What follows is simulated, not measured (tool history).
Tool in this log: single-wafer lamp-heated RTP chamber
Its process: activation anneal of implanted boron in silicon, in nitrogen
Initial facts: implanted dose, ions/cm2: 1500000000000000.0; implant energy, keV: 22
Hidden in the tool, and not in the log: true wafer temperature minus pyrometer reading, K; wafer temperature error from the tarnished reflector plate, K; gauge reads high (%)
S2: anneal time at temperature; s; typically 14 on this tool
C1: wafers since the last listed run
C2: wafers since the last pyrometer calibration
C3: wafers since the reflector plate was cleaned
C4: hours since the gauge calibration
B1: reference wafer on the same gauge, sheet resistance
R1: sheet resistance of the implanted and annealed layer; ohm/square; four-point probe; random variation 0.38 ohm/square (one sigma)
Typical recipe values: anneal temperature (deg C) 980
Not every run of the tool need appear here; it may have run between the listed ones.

Run 1, hour 0.0: usual settings but S2 8 s; C1 0; C2 3401; C3 3401; C4 1061.2; B1 120.99. Result: R1 112.12 ohm/square.
At hour 28.8: pyrometer window cleaned and pyrometer calibrated.
At hour 43.2: reflector plate cleaned.
Run 2, hour 74.9: usual settings but S2 8 s; C1 750; C2 485; C3 404; C4 1136.1; B1 121.05. Result: R1 114.71 ohm/square.
Run 3, hour 147.8: usual settings; C1 929; C2 1414; C3 1334; C4 1209.0; B1 121.02. Result: R1 108.59 ohm/square.
Run 4, hour 226.5: usual settings; C1 1003; C2 2418; C3 2337; C4 1287.7; B1 121.02. Result: R1 108.26 ohm/square.
At hour 294.7: pyrometer window cleaned and pyrometer calibrated.
Run 5, hour 303.6: usual settings but S2 7 s; C1 881; C2 112; C3 3218; C4 1364.8; B1 120.99. Result: R1 112.27 ohm/square.
At hour 349.1: reflector plate cleaned.
Run 6, hour 392.2: usual settings but S2 7 s; C1 1027; C2 1140; C3 549; C4 1453.4; B1 121.01. Result: R1 116.07 ohm/square.
Run 7, hour 466.2: usual settings; C1 943; C2 2084; C3 1493; C4 1527.4; B1 120.97. Result: R1 108.87 ohm/square.
At hour 598.4: pyrometer window cleaned and pyrometer calibrated.
At hour 656.8: gauge calibrated.
Run 8, hour 661.3: usual settings but anneal temperature (deg C) 968, S2 19 s; C1 2385; C2 801; C3 3878; C4 4.5; B1 121.05. Result: R1 114.47 ohm/square.
At hour 695.5: reflector plate cleaned.
Run 9, hour 753.8: usual settings but anneal temperature (deg C) 994, S2 10 s; C1 1077; C2 1878; C3 743; C4 97.0; B1 120.96. Result: R1 103.57 ohm/square.
Run 10, hour 819.3: usual settings but anneal temperature (deg C) 1001, S2 10 s; C1 835; C2 2713; C3 1579; C4 162.5; B1 120.92. Result: R1 100.96 ohm/square.
At hour 884.6: pyrometer window cleaned and pyrometer calibrated.
Run 11, hour 913.8: usual settings; C1 1102; C2 372; C3 2681; C4 257.0; B1 120.92. Result: R1 107.74 ohm/square.
At hour 974.0: reflector plate cleaned.
At hour 1165.5: pyrometer window cleaned and pyrometer calibrated.
Run 12, hour 1185.0: usual settings but anneal temperature (deg C) 1010; C1 3253; C2 248; C3 2587; C4 528.2; B1 121.04. Result: R1 96.35 ohm/square.
Run 13, hour 1232.0: usual settings but anneal temperature (deg C) 999, S2 8 s; C1 599; C2 847; C3 3186; C4 575.2; B1 121.00. Result: R1 101.46 ohm/square.
At hour 1274.9: reflector plate cleaned.
Run 14, hour 1290.8: usual settings but anneal temperature (deg C) 966, S2 9 s; C1 647; C2 1495; C3 202; C4 634.0; B1 120.97. Result: R1 129.60 ohm/square.
Run 15, hour 1372.3: usual settings; C1 1039; C2 2534; C3 1241; C4 715.5; B1 121.01. Result: R1 108.24 ohm/square.

What if the next run were any one of these 5? Each begins from the tool's condition after run 15:
Run A, hour 1372.7: usual settings but anneal temperature (deg C) 962; C1 5; C2 2539; C3 1246; C4 715.9; B1 ?. Result: R1 ?.
Run B, hour 1372.7: usual settings but anneal temperature (deg C) 1008, S2 10 s; C1 5; C2 2539; C3 1246; C4 715.9; B1 ?. Result: R1 ?.
Run C, hour 1372.7: usual settings but anneal temperature (deg C) 1008; C1 5; C2 2539; C3 1246; C4 715.9; B1 ?. Result: R1 ?.
Run D, hour 1372.7: usual settings but anneal temperature (deg C) 1000, S2 18 s; C1 5; C2 2539; C3 1246; C4 715.9; B1 ?. Result: R1 ?.
Run E, hour 1372.7: usual settings but anneal temperature (deg C) 959, S2 12 s; C1 5; C2 2539; C3 1246; C4 715.9; B1 ?. Result: R1 ?.

run      B1      R1
  A  121.02  125.94
  B  121.02   98.45
  C  121.02   97.49
  D  121.02   98.86
  E  121.02  132.07
With no hidden state in the tool, these same runs would have given:
run      R1
  A  132.23
  B   99.83
  C   98.74
  D  100.42
  E  139.37

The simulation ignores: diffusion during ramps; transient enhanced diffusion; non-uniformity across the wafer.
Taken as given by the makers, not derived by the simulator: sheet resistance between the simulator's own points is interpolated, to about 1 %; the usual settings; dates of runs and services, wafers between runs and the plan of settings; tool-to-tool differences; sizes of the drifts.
